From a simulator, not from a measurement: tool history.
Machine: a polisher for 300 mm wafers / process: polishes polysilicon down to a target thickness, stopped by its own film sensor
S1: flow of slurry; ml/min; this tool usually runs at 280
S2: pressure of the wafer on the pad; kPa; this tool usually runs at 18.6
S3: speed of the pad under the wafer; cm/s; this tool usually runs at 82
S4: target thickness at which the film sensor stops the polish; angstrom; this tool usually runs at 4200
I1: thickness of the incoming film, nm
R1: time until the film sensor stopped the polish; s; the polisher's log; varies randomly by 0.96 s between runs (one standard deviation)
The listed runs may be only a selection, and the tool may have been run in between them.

Run 1, hour 0.0: usual settings; I1 814.8. Result: R1 69.2 s.
Run 2, hour 9.7: usual settings; I1 829.7. Result: R1 72.2 s.
Run 3, hour 16.0: usual settings; I1 821.6. Result: R1 69.5 s.
Run 4, hour 27.9: usual settings; I1 829.9. Result: R1 72.7 s.
Run 5, hour 42.4: usual settings; I1 812.2. Result: R1 68.3 s.
Run 6, hour 53.5: usual settings but S1 260 ml/min, S2 23.4 kPa; I1 821.0. Result: R1 58.8 s.
Run 7, hour 62.2: usual settings but S1 260 ml/min, S2 23.4 kPa; I1 825.2. Result: R1 59.4 s.
At hour 68.6: worn pad replaced by a new one.
Run 8, hour 71.9: usual settings but S1 260 ml/min, S2 23.4 kPa; I1 821.2. Result: R1 60.0 s.
Run 9, hour 78.4: usual settings but S3 62 cm/s; I1 836.7. Result: R1 94.5 s.
Run 10, hour 95.5: usual settings but S3 62 cm/s; I1 824.0. Result: R1 92.7 s.
At hour 105.3: slurry nozzle cleaned.
Run 11, hour 109.6: usual settings; I1 826.2. Result: R1 70.8 s.
Run 12, hour 122.6: usual settings; I1 820.7. Result: R1 71.5 s.
Run 13, hour 138.7: usual settings; I1 819.0. Result: R1 71.9 s.
Run 14, hour 148.8: usual settings but S1 310 ml/min, S2 13.1 kPa, S3 64 cm/s, S4 3770 angstrom; I1 830.1. Result: R1 129.7 s.
Run 15, hour 160.8: usual settings; I1 824.3. Result: R1 69.8 s.
Run 16, hour 169.0: usual settings but S2 22.8 kPa, S3 96 cm/s; I1 804.4. Result: R1 49.6 s.
At hour 175.3: worn pad replaced by a new one.
Run 17, hour 179.6: usual settings; I1 812.4. Result: R1 69.1 s.
Run 18, hour 195.2: usual settings but S1 215 ml/min, S2 20.7 kPa, S3 108 cm/s, S4 3850 angstrom; I1 816.1. Result: R1 55.3 s.
Run 19, hour 209.8: usual settings; I1 823.5. Result: R1 71.4 s.
Run 20, hour 219.8: usual settings but S2 15.2 kPa, S3 110 cm/s; I1 820.3. Result: R1 64.4 s.
Run 21, hour 232.9: usual settings but S2 22.1 kPa; I1 822.8. Result: R1 62.7 s.
At hour 241.9: head pressure recalibrated.
Run 22, hour 246.7: usual settings; I1 833.3. Result: R1 73.5 s.
Run 23, hour 262.9: usual settings but S1 360 ml/min, S2 23.4 kPa; I1 824.0. Result: R1 59.5 s.
Run 24, hour 269.3: usual settings but S2 21.4 kPa, S3 104 cm/s; I1 831.9. Result: R1 51.8 s.
At hour 276.0: worn pad replaced by a new one.
Run 25, hour 285.3: usual settings but S1 215 ml/min, S2 22.1 kPa, S4 5120 angstrom; I1 832.8. Result: R1 49.2 s.
Run 26, hour 297.2: usual settings but S2 16.5 kPa, S3 100 cm/s, S4 3040 angstrom; I1 820.8. Result: R1 83.6 s.
Run 27, hour 306.9: usual settings; I1 810.5. Result: R1 69.9 s.
Run 28, hour 315.4: usual settings but S1 365 ml/min; I1 810.0. Result: R1 68.3 s.
Run 29, hour 328.4: usual settings but S2 22.1 kPa, S3 72 cm/s; I1 838.2. Result: R1 71.8 s.
Run 30, hour 338.3: usual settings but S4 2910 angstrom; I1 811.3. Result: R1 91.8 s.
Run 31, hour 347.2: usual settings but S2 17.2 kPa; I1 831.1. Result: R1 76.3 s.
Run 32, hour 364.1: usual settings but S1 320 ml/min, S2 23.4 kPa; I1 809.1. Result: R1 56.1 s.
At hour 370.8: slurry nozzle cleaned.
Run 33, hour 379.2: usual settings but S3 68 cm/s; I1 818.7. Result: R1 80.8 s.
Run 34, hour 386.1: usual settings; I1 823.3. Result: R1 71.3 s.
At hour 399.6: worn pad replaced by a new one.
Run 35, hour 402.6: usual settings; I1 818.0. Result: R1 69.4 s.
Run 36, hour 417.9: usual settings but S2 21.4 kPa; I1 819.9. Result: R1 63.6 s.
Run 37, hour 424.1: usual settings but S1 200 ml/min, S3 104 cm/s; I1 819.6. Result: R1 59.0 s.
Run 38, hour 433.0: usual settings; I1 818.9. Result: R1 72.1 s.

Alternative continuations, all from the tool just after run 38; predict every row:
Run A, hour 433.4: usual settings but S1 185 ml/min; I1 807.1. Result: R1 ?.
Run B, hour 433.4: usual settings but S3 110 cm/s, S4 2830 angstrom; I1 807.1. Result: R1 ?.
Run C, hour 433.4: usual settings but S1 340 ml/min, S2 15.9 kPa; I1 807.1. Result: R1 ?.

run    R1
  A  69.6
  B  70.0
  C  76.2
With the hidden condition removed and each run's random variation left untouched, the same runs would have given:
run    R1
  A  69.6
  B  70.0
  C  76.2
